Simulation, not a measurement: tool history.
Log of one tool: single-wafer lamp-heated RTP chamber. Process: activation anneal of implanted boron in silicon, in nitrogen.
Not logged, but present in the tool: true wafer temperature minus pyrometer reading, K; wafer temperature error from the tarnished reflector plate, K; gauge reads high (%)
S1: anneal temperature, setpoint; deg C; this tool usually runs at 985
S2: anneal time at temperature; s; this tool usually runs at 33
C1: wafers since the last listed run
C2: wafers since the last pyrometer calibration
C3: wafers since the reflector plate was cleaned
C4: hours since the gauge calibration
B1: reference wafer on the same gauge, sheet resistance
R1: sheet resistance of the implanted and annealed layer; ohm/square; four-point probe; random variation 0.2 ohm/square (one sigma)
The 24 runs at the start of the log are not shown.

{"run": 25, "hour": 2074.4, "S1": 985, "S2": 33, "C1": 849, "C2": 9193, "C3": 7474, "C4": 1284.5, "B1": 73.86, "R1": 91.06}
{"run": 26, "hour": 2120.8, "S1": 985, "S2": 39, "C1": 615, "C2": 9808, "C3": 8090, "C4": 1330.9, "B1": 73.88, "R1": 90.27}
{"hour": 2160.0, "done": "pyrometer window cleaned and pyrometer calibrated"}
{"run": 27, "hour": 2196.9, "S1": 985, "S2": 33, "C1": 903, "C2": 489, "C3": 8993, "C4": 1407, "B1": 73.83, "R1": 91.08}
{"hour": 2215.4, "done": "reflector plate cleaned"}
{"run": 28, "hour": 2246.1, "S1": 973, "S2": 43, "C1": 546, "C2": 1035, "C3": 407, "C4": 1456.2, "B1": 73.8, "R1": 96.32}
{"run": 29, "hour": 2314.5, "S1": 955, "S2": 14, "C1": 907, "C2": 1942, "C3": 1314, "C4": 1524.6, "B1": 73.79, "R1": 122.46}
{"run": 30, "hour": 2360.6, "S1": 974, "S2": 46, "C1": 611, "C2": 2554, "C3": 1925, "C4": 1570.7, "B1": 73.81, "R1": 95.2}
{"run": 31, "hour": 2457.8, "S1": 985, "S2": 21, "C1": 1288, "C2": 3843, "C3": 3214, "C4": 1667.9, "B1": 73.8, "R1": 93.38}
{"run": 32, "hour": 2536.7, "S1": 985, "S2": 33, "C1": 1046, "C2": 4889, "C3": 4260, "C4": 1746.8, "B1": 73.79, "R1": 90.71}
{"run": 33, "hour": 2635.1, "S1": 993, "S2": 50, "C1": 1304, "C2": 6194, "C3": 5565, "C4": 1845.2, "B1": 73.77, "R1": 84.97}
{"run": 34, "hour": 2720.6, "S1": 1010, "S2": 52, "C1": 1133, "C2": 7327, "C3": 6699, "C4": 1930.7, "B1": 73.75, "R1": 77.98}
{"run": 35, "hour": 2765.7, "S1": 985, "S2": 16, "C1": 598, "C2": 7925, "C3": 7297, "C4": 1975.8, "B1": 73.74, "R1": 94.97}

Forecast each of these 5 alternatives for the next run:
{"run": "A", "hour": 2766.1, "S1": 985, "S2": 33, "C1": 5, "C2": 7931, "C3": 7302, "C4": 1976.2, "B1": "?", "R1": "?"}
{"run": "B", "hour": 2766.1, "S1": 968, "S2": 33, "C1": 5, "C2": 7931, "C3": 7302, "C4": 1976.2, "B1": "?", "R1": "?"}
{"run": "C", "hour": 2766.1, "S1": 997, "S2": 23, "C1": 5, "C2": 7931, "C3": 7302, "C4": 1976.2, "B1": "?", "R1": "?"}
{"run": "D", "hour": 2766.1, "S1": 975, "S2": 53, "C1": 5, "C2": 7931, "C3": 7302, "C4": 1976.2, "B1": "?", "R1": "?"}
{"run": "E", "hour": 2766.1, "S1": 956, "S2": 33, "C1": 5, "C2": 7931, "C3": 7302, "C4": 1976.2, "B1": "?", "R1": "?"}

run=A B1=73.75 R1=90.9
run=B B1=73.75 R1=100.93
run=C B1=73.75 R1=87.25
run=D B1=73.75 R1=93.67
run=E B1=73.75 R1=110.27
Take away the tool's hidden state, keep each run's random variation, and the runs would have read:
run=A R1=91.34
run=B R1=101.42
run=C R1=87.67
run=D R1=94.13
run=E R1=110.81
